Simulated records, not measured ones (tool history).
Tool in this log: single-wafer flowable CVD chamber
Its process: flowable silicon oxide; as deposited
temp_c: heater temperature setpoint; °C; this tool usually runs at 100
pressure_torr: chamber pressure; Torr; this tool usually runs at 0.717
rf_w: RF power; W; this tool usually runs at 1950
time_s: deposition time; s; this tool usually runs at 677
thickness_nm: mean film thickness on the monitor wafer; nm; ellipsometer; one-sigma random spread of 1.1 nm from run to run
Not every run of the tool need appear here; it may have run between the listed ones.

run    hour  temp_c  pressure_torr  rf_w  time_s  read-back reference wafer on the same gauge, thickness_nm  thickness_nm
  1     0.0     100          0.850  1950     677                                                    319.269       383.162
  2    33.9     100          0.850  1950     677                                                    319.042       379.075
  3    88.6     100          0.717  1700     677                                                    319.159       303.637
  4   114.0     100          0.717  1700     677                                                    318.883       301.523
  5   181.4     100          0.717  1700     677                                                    319.115       302.697
  6   246.1     100          0.717  1950     677                                                    318.978       320.894
  7   274.6     100          0.717  1950     677                                                    318.877       321.271
  8   334.2     100          0.717  1950     677                                                    319.063       320.768
  9   380.0     100          0.717  1950     677                                                    319.200       321.289
      416.5  -- RF generator calibrated
 10   424.0     100          0.717  1950     677                                                    319.235       320.173
 11   474.0     100          0.717  1700     677                                                    318.878       303.330
 12   526.7     113          0.717  2050     677                                                    319.097       222.474
 13   580.7      95          0.717  2195     677                                                    319.013       381.657
 14   630.7     114          0.717  1695     677                                                    318.950       199.797
      650.9  -- gauge calibrated
 15   673.7     115          0.548  1825     677                                                    318.949       154.225
      694.7  -- capacitance manometer re-zeroed and calibrated
      714.2  -- thermocouple changed; heater temperature recalibrated
      776.6  -- showerhead replaced, of another model than before
 16   777.1     100          0.717  1950     677                                                    319.240       330.720
 17   833.0     104          0.631  1950     629                                                    318.925       248.009
 18   868.4      96          0.717  1950     796                                                    319.049       434.725
 19  1083.4     100          0.869  1950     548                                                    319.006       307.951
 20  1108.6      85          0.876  1950     585                                                    319.046       506.732
 21  1143.3     112          0.588  2160     677                                                    319.039       207.783

Branching from run 21: 3 alternative next runs. What would each branch give?
  A  1143.9     100          0.717  1950     677                                                          ?             ?
  B  1143.9     100          0.634  1950     591                                                          ?             ?
  C  1143.9     105          0.717  2275     677                                                          ?             ?

run  read-back reference wafer on the same gauge, thickness_nm  thickness_nm
  A                                                    319.048       328.262
  B                                                    319.048       261.418
  C                                                    319.048       297.659
Without the tool's unlogged condition, the same runs would have read:
run  thickness_nm
  A       330.973
  B       263.577
  C       300.117
